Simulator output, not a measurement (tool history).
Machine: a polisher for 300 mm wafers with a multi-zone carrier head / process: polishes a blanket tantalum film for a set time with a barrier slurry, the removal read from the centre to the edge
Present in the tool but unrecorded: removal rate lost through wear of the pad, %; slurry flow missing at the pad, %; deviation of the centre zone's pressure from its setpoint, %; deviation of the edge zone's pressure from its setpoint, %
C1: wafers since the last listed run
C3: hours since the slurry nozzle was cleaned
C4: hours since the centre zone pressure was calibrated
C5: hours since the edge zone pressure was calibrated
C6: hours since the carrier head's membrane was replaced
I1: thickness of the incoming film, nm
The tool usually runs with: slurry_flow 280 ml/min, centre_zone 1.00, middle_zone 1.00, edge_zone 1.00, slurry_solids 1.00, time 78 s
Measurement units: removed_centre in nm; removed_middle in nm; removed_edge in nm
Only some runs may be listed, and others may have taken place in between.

{"run": 1, "hour": 0.0, "slurry_flow": 280, "centre_zone": 1.0, "middle_zone": 1.0, "edge_zone": 1.0, "slurry_solids": 1.0, "time": 78, "C1": 0, "wafers polished on this pad": 7545, "C3": 406.5, "C4": 90.4, "C5": 546.0, "C6": 180.3, "I1": 361.6, "removed_centre": 68.1, "removed_middle": 66.5, "removed_edge": 67.3}
{"run": 2, "hour": 103.5, "slurry_flow": 280, "centre_zone": 1.0, "middle_zone": 1.0, "edge_zone": 1.07, "slurry_solids": 1.0, "time": 78, "C1": 1334, "wafers polished on this pad": 8879, "C3": 510.0, "C4": 193.9, "C5": 649.5, "C6": 283.8, "I1": 363.7, "removed_centre": 67.0, "removed_middle": 66.5, "removed_edge": 70.0}
{"hour": 119.6, "done": "edge zone pressure recalibrated"}
{"hour": 172.2, "done": "worn pad replaced by a new one"}
{"hour": 189.9, "done": "slurry nozzle cleaned"}
{"run": 3, "hour": 253.6, "slurry_flow": 280, "centre_zone": 1.0, "middle_zone": 1.0, "edge_zone": 0.89, "slurry_solids": 1.0, "time": 70, "C1": 1845, "wafers polished on this pad": 1036, "C3": 63.7, "C4": 344.0, "C5": 134.0, "C6": 433.9, "I1": 354.6, "removed_centre": 62.9, "removed_middle": 62.1, "removed_edge": 59.3}
{"run": 4, "hour": 311.4, "slurry_flow": 280, "centre_zone": 1.0, "middle_zone": 1.0, "edge_zone": 1.0, "slurry_solids": 0.75, "time": 78, "C1": 745, "wafers polished on this pad": 1782, "C3": 121.5, "C4": 401.8, "C5": 191.8, "C6": 491.7, "I1": 357.0, "removed_centre": 63.3, "removed_middle": 63.8, "removed_edge": 62.9}
{"run": 5, "hour": 413.9, "slurry_flow": 190, "centre_zone": 1.0, "middle_zone": 1.0, "edge_zone": 0.93, "slurry_solids": 1.15, "time": 94, "C1": 1321, "wafers polished on this pad": 3103, "C3": 224.0, "C4": 504.3, "C5": 294.3, "C6": 594.2, "I1": 361.4, "removed_centre": 81.4, "removed_middle": 80.7, "removed_edge": 78.9}
{"run": 6, "hour": 488.2, "slurry_flow": 370, "centre_zone": 1.0, "middle_zone": 1.0, "edge_zone": 1.0, "slurry_solids": 0.75, "time": 78, "C1": 957, "wafers polished on this pad": 4061, "C3": 298.3, "C4": 578.6, "C5": 368.6, "C6": 668.5, "I1": 363.4, "removed_centre": 64.3, "removed_middle": 63.0, "removed_edge": 63.6}
{"run": 7, "hour": 713.7, "slurry_flow": 280, "centre_zone": 1.0, "middle_zone": 1.0, "edge_zone": 1.0, "slurry_solids": 0.8, "time": 78, "C1": 2907, "wafers polished on this pad": 6969, "C3": 523.8, "C4": 804.1, "C5": 594.1, "C6": 894.0, "I1": 360.4, "removed_centre": 62.3, "removed_middle": 62.2, "removed_edge": 61.7}
{"run": 8, "hour": 799.0, "slurry_flow": 280, "centre_zone": 1.0, "middle_zone": 1.0, "edge_zone": 1.0, "slurry_solids": 1.0, "time": 78, "C1": 1099, "wafers polished on this pad": 8069, "C3": 609.1, "C4": 889.4, "C5": 679.4, "C6": 979.3, "I1": 357.0, "removed_centre": 66.7, "removed_middle": 65.2, "removed_edge": 65.2}
{"hour": 844.2, "done": "edge zone pressure recalibrated"}
{"hour": 846.6, "done": "worn pad replaced by a new one"}
{"run": 9, "hour": 861.7, "slurry_flow": 280, "centre_zone": 1.0, "middle_zone": 1.0, "edge_zone": 1.0, "slurry_solids": 1.0, "time": 78, "C1": 751, "wafers polished on this pad": 194, "C3": 671.8, "C4": 952.1, "C5": 17.5, "C6": 1042.0, "I1": 366.8, "removed_centre": 73.8, "removed_middle": 71.0, "removed_edge": 72.3}
{"hour": 873.6, "done": "slurry nozzle cleaned"}
{"run": 10, "hour": 961.1, "slurry_flow": 280, "centre_zone": 1.0, "middle_zone": 1.0, "edge_zone": 0.91, "slurry_solids": 1.0, "time": 89, "C1": 1268, "wafers polished on this pad": 1463, "C3": 87.5, "C4": 1051.5, "C5": 116.9, "C6": 1141.4, "I1": 360.9, "removed_centre": 80.3, "removed_middle": 80.6, "removed_edge": 75.4}
{"run": 11, "hour": 1003.1, "slurry_flow": 280, "centre_zone": 1.0, "middle_zone": 1.06, "edge_zone": 1.04, "slurry_solids": 1.0, "time": 90, "C1": 541, "wafers polished on this pad": 2004, "C3": 129.5, "C4": 1093.5, "C5": 158.9, "C6": 1183.4, "I1": 363.0, "removed_centre": 80.5, "removed_middle": 83.7, "removed_edge": 81.7}
{"hour": 1028.3, "done": "centre zone pressure recalibrated"}
{"run": 12, "hour": 1083.2, "slurry_flow": 280, "centre_zone": 1.0, "middle_zone": 1.0, "edge_zone": 0.93, "slurry_solids": 1.0, "time": 97, "C1": 1006, "wafers polished on this pad": 3011, "C3": 209.6, "C4": 54.9, "C5": 239.0, "C6": 1263.5, "I1": 357.6, "removed_centre": 84.6, "removed_middle": 84.9, "removed_edge": 81.7}
{"run": 13, "hour": 1161.6, "slurry_flow": 280, "centre_zone": 1.0, "middle_zone": 1.0, "edge_zone": 1.0, "slurry_solids": 1.0, "time": 78, "C1": 1010, "wafers polished on this pad": 4022, "C3": 288.0, "C4": 133.3, "C5": 317.4, "C6": 1341.9, "I1": 356.3, "removed_centre": 68.0, "removed_middle": 66.9, "removed_edge": 69.7}
{"run": 14, "hour": 1235.7, "slurry_flow": 280, "centre_zone": 1.0, "middle_zone": 1.0, "edge_zone": 0.95, "slurry_solids": 1.0, "time": 78, "C1": 955, "wafers polished on this pad": 4978, "C3": 362.1, "C4": 207.4, "C5": 391.5, "C6": 1416.0, "I1": 359.2, "removed_centre": 65.9, "removed_middle": 67.3, "removed_edge": 65.9}
{"hour": 1304.3, "done": "carrier head's membrane replaced by a new one"}
{"run": 15, "hour": 1321.1, "slurry_flow": 340, "centre_zone": 1.0, "middle_zone": 1.0, "edge_zone": 1.0, "slurry_solids": 1.15, "time": 94, "C1": 1036, "wafers polished on this pad": 6014, "C3": 447.5, "C4": 292.8, "C5": 476.9, "C6": 16.8, "I1": 360.0, "removed_centre": 86.3, "removed_middle": 84.8, "removed_edge": 85.6}
{"run": 16, "hour": 1398.1, "slurry_flow": 375, "centre_zone": 1.0, "middle_zone": 1.0, "edge_zone": 1.0, "slurry_solids": 1.0, "time": 78, "C1": 992, "wafers polished on this pad": 7007, "C3": 524.5, "C4": 369.8, "C5": 553.9, "C6": 93.8, "I1": 361.4, "removed_centre": 69.8, "removed_middle": 67.2, "removed_edge": 68.2}
{"run": 17, "hour": 1456.1, "slurry_flow": 280, "centre_zone": 1.0, "middle_zone": 1.0, "edge_zone": 1.0, "slurry_solids": 1.0, "time": 87, "C1": 747, "wafers polished on this pad": 7755, "C3": 582.5, "C4": 427.8, "C5": 611.9, "C6": 151.8, "I1": 364.2, "removed_centre": 75.1, "removed_middle": 73.7, "removed_edge": 76.5}
{"hour": 1507.1, "done": "edge zone pressure recalibrated"}
{"hour": 1516.2, "done": "worn pad replaced by a new one"}
{"run": 18, "hour": 1543.0, "slurry_flow": 280, "centre_zone": 0.91, "middle_zone": 1.0, "edge_zone": 1.04, "slurry_solids": 1.3, "time": 78, "C1": 1043, "wafers polished on this pad": 345, "C3": 669.4, "C4": 514.7, "C5": 35.9, "C6": 238.7, "I1": 360.3, "removed_centre": 68.6, "removed_middle": 75.8, "removed_edge": 79.0}
{"hour": 1559.8, "done": "slurry nozzle cleaned"}
{"run": 19, "hour": 1584.7, "slurry_flow": 280, "centre_zone": 1.08, "middle_zone": 0.96, "edge_zone": 1.08, "slurry_solids": 1.0, "time": 70, "C1": 524, "wafers polished on this pad": 870, "C3": 24.9, "C4": 556.4, "C5": 77.6, "C6": 280.4, "I1": 359.3, "removed_centre": 69.8, "removed_middle": 60.9, "removed_edge": 66.1}
{"run": 20, "hour": 1685.0, "slurry_flow": 280, "centre_zone": 1.11, "middle_zone": 1.0, "edge_zone": 1.0, "slurry_solids": 1.0, "time": 78, "C1": 1293, "wafers polished on this pad": 2163, "C3": 125.2, "C4": 656.7, "C5": 177.9, "C6": 380.7, "I1": 359.7, "removed_centre": 76.9, "removed_middle": 68.5, "removed_edge": 69.8}
{"run": 21, "hour": 1770.9, "slurry_flow": 280, "centre_zone": 1.12, "middle_zone": 1.08, "edge_zone": 0.9, "slurry_solids": 1.0, "time": 78, "C1": 1107, "wafers polished on this pad": 3271, "C3": 211.1, "C4": 742.6, "C5": 263.8, "C6": 466.6, "I1": 362.3, "removed_centre": 78.1, "removed_middle": 72.3, "removed_edge": 64.8}

4 options for the next run, each taken on its own from the tool as it stands now. Forecast them:
{"run": "A", "hour": 1771.3, "slurry_flow": 280, "centre_zone": 1.0, "middle_zone": 1.0, "edge_zone": 1.0, "slurry_solids": 1.0, "time": 65, "C1": 5, "wafers polished on this pad": 3276, "C3": 211.5, "C4": 743.0, "C5": 264.2, "C6": 467.0, "I1": 359.8, "removed_centre": "?", "removed_middle": "?", "removed_edge": "?"}
{"run": "B", "hour": 1771.3, "slurry_flow": 280, "centre_zone": 0.94, "middle_zone": 1.0, "edge_zone": 1.0, "slurry_solids": 1.0, "time": 78, "C1": 5, "wafers polished on this pad": 3276, "C3": 211.5, "C4": 743.0, "C5": 264.2, "C6": 467.0, "I1": 359.8, "removed_centre": "?", "removed_middle": "?", "removed_edge": "?"}
{"run": "C", "hour": 1771.3, "slurry_flow": 280, "centre_zone": 0.97, "middle_zone": 1.0, "edge_zone": 1.0, "slurry_solids": 1.0, "time": 78, "C1": 5, "wafers polished on this pad": 3276, "C3": 211.5, "C4": 743.0, "C5": 264.2, "C6": 467.0, "I1": 359.8, "removed_centre": "?", "removed_middle": "?", "removed_edge": "?"}
{"run": "D", "hour": 1771.3, "slurry_flow": 210, "centre_zone": 1.0, "middle_zone": 1.0, "edge_zone": 1.0, "slurry_solids": 1.0, "time": 78, "C1": 5, "wafers polished on this pad": 3276, "C3": 211.5, "C4": 743.0, "C5": 264.2, "C6": 467.0, "I1": 359.8, "removed_centre": "?", "removed_middle": "?", "removed_edge": "?"}

run=A removed_centre=57.2 removed_middle=57.2 removed_edge=56.5
run=B removed_centre=64.5 removed_middle=68.7 removed_edge=67.8
run=C removed_centre=66.6 removed_middle=68.7 removed_edge=67.8
run=D removed_centre=66.8 removed_middle=67.0 removed_edge=66.6
The same runs, with their run-to-run variation unchanged, on a tool lacking any hidden condition would have given:
run=A removed_centre=60.5 removed_middle=60.5 removed_edge=59.7
run=B removed_centre=68.2 removed_middle=72.6 removed_edge=71.7
run=C removed_centre=70.4 removed_middle=72.6 removed_edge=71.7
run=D removed_centre=70.7 removed_middle=70.9 removed_edge=70.4
